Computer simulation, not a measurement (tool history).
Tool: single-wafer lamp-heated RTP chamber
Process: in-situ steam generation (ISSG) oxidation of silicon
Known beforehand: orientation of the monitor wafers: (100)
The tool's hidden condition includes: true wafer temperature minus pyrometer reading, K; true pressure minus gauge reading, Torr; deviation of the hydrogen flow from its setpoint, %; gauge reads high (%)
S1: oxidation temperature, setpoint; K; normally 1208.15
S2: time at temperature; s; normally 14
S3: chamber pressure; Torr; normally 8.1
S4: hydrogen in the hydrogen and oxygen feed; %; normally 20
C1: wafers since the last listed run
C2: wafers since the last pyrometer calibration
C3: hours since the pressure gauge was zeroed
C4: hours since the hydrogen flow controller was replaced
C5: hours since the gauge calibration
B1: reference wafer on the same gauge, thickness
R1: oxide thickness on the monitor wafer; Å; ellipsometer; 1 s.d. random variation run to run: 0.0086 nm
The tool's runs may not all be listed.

run,day,S1,S2,S3,S4,C1,C2,C3,C4,C5,B1,R1
1,0.000,1208.15,14,8.1,20,0,4908,1634.6,3943.7,920.1,3.983,40.00
2,2.833,1208.15,14,8.1,20,647,5556,1702.6,4011.7,988.1,3.984,40.04
3,5.650,1208.15,14,8.1,28,643,6200,1770.2,4079.3,1055.7,3.986,43.77
# day 7.650: pyrometer window cleaned and pyrometer calibrated
4,8.162,1208.15,14,8.1,28,498,117,1830.5,4139.6,1116.0,3.988,43.59
5,9.867,1208.15,14,8.1,28,389,506,1871.4,4180.5,1156.9,3.990,43.80
6,13.179,1208.15,14,8.1,20,757,1263,1950.9,4260.0,1236.4,3.994,40.17
7,16.188,1208.15,18,8.1,20,687,1951,2023.1,4332.2,1308.6,3.998,44.13
# day 18.071: gauge calibrated
8,20.658,1208.15,18,8.1,20,1021,2973,2130.4,4439.5,62.1,3.964,43.71
9,22.275,1208.15,18,8.1,20,369,3342,2169.2,4478.3,100.9,3.965,43.86
10,26.758,1208.15,14,8.1,20,1024,4367,2276.8,4585.9,208.5,3.967,39.88
11,28.388,1208.15,14,8.1,27,372,4739,2315.9,4625.0,247.6,3.967,43.00
12,30.117,1208.15,14,8.1,20,395,5135,2357.4,4666.5,289.1,3.966,39.91
# day 33.900: hydrogen flow controller replaced
13,33.958,1208.15,9,7.2,25,801,5937,2449.6,1.4,381.3,3.969,36.32
# day 38.046: pyrometer window cleaned and pyrometer calibrated
14,38.067,1208.15,14,7.4,20,862,4,2548.2,100.0,479.9,3.969,39.90
15,39.542,1208.15,14,8.1,22,337,341,2583.6,135.4,515.3,3.970,40.98
16,43.262,1191.15,14,7.4,20,850,1192,2672.9,224.7,604.6,3.973,38.49
17,45.729,1215.15,14,9.3,20,563,1756,2732.1,283.9,663.8,3.974,40.14
18,49.604,1208.15,14,8.1,20,885,2641,2825.1,376.9,756.8,3.975,39.96
# day 53.262: pressure gauge zeroed
19,53.283,1208.15,17,9.1,20,764,3406,0.5,465.2,845.1,3.977,42.52
20,60.875,1208.15,14,8.1,20,1735,5142,182.7,647.4,1027.3,3.983,40.00
21,62.858,1217.15,14,8.1,23,453,5595,230.3,695.0,1074.9,3.985,42.14
22,66.246,1208.15,14,8.1,28,774,6369,311.6,776.3,1156.2,3.988,43.66
23,68.242,1224.15,14,8.1,20,456,6825,359.5,824.2,1204.1,3.991,41.79
# day 69.175: pyrometer window cleaned and pyrometer calibrated
24,70.129,1208.15,14,8.1,20,355,218,404.8,869.5,1249.4,3.993,39.93
25,72.079,1225.15,8,8.1,20,445,663,451.6,916.3,1296.2,3.996,34.16
26,75.804,1208.15,14,7.2,20,851,1515,541.0,1005.7,1385.6,3.999,40.22
27,80.071,1227.15,14,7.3,20,975,2490,643.4,1108.1,1488.0,4.004,42.19
28,82.542,1208.15,14,8.1,20,564,3055,702.7,1167.4,1547.3,4.009,40.16
29,86.192,1218.15,14,8.1,20,834,3889,790.3,1255.0,1634.9,4.014,41.27
# day 89.296: gauge calibrated
30,89.412,1208.15,18,8.1,14,736,4625,867.6,1332.3,2.8,3.972,40.58
31,91.592,1208.15,9,8.1,20,498,5123,919.9,1384.6,55.1,3.972,34.12

Predict each of these 4 candidate next runs independently; none follows another, all start after run 31:
A,91.608,1208.15,14,8.5,20,3,5127,920.3,1385.0,55.5,?,?
B,91.608,1208.15,14,8.1,30,3,5127,920.3,1385.0,55.5,?,?
C,91.608,1208.15,19,6.9,20,3,5127,920.3,1385.0,55.5,?,?
D,91.608,1208.15,12,8.1,20,3,5127,920.3,1385.0,55.5,?,?

run,B1,R1
A,3.971,39.90
B,3.971,44.36
C,3.971,44.61
D,3.971,37.82
Without the tool's unlogged condition, the same runs would have read:
run,R1
A,39.87
B,44.33
C,44.58
D,37.80

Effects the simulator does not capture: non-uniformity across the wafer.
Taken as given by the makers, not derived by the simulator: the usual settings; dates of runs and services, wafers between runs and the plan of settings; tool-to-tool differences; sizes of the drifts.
